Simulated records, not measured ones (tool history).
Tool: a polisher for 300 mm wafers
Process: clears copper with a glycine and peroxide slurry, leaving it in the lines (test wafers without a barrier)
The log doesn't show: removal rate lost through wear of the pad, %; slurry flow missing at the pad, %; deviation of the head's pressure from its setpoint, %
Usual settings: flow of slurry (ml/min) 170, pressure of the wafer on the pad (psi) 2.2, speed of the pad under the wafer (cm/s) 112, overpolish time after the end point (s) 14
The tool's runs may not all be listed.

run	hour	flow of slurry (ml/min)	pressure of the wafer on the pad (psi)	speed of the pad under the wafer (cm/s)	overpolish time after the end point (s)	wafers since the last listed run	wafers polished on this pad	hours since the slurry nozzle was cleaned	hours since the head pressure was calibrated	incoming thickness of the incoming film, nm	time until the end point was called (s)	dishing of a wide line in a test structure (angstrom)
1	0	170	2	112	14	0	507	207.5	484.2	519.2	102.8	479
2	6.4	170	2.2	112	14	76	584	213.9	490.6	520.4	95.5	524
3	13.4	170	2.2	112	14	83	667	220.9	497.6	526.8	99	513
# hour 23.5: worn pad replaced by a new one
4	24	170	2.2	112	14	78	5	231.5	508.2	514.6	95.4	523
5	66.9	170	2.2	112	14	513	519	274.4	551.1	525.6	99.2	501
6	80.5	170	2.2	112	14	162	681	288	564.7	515.7	97	503
7	89.3	170	2.2	112	14	105	787	296.8	573.5	509.3	95.4	508
# hour 92.5: head pressure recalibrated
# hour 94.9: worn pad replaced by a new one
8	102.1	170	2.2	112	14	100	85	309.6	9.6	529	100.9	507
9	112.4	125	2.8	86	14	123	208	319.9	19.9	520.3	107.1	463
10	125.9	170	2.2	112	14	161	370	333.4	33.4	525.2	101.5	509
11	139.3	170	2.5	150	6	160	530	346.8	46.8	520.1	68.6	324
12	150.3	170	2.2	96	14	131	662	357.8	57.8	519	109.1	461
# hour 155.1: slurry nozzle cleaned
# hour 165.7: worn pad replaced by a new one
13	167.5	170	2.2	112	14	145	20	12.4	75	521.9	90.6	551
14	174.9	170	2.2	112	14	88	109	19.8	82.4	525.1	90.8	539
15	186.3	170	1.7	90	18	136	245	31.2	93.8	517.8	129.1	504
16	203.1	170	2.2	112	10	200	446	48	110.6	513.4	90.3	404
17	214.2	170	2.2	148	9	132	579	59.1	121.7	530.7	75	447

Measured less the same run without the tool's hidden state. The same run-to-run variation is in both; the gauge's scatter may not be:
run	time until the end point was called (s)	dishing of a wide line in a test structure (angstrom)
1	+7.4	-31
2	+7	-35
3	+7.4	-35
4	+7.2	-36
5	+8.1	-37
6	+8.1	-39
7	+8.1	-40
8	+8.6	-40
9	+11.7	-50
10	+8.9	-41
11	+6.1	-28
12	+9.7	-38
13	+0.7	-4
14	+1.1	-5
15	+2.2	-7
16	+2.1	-9
17	+2.2	-11
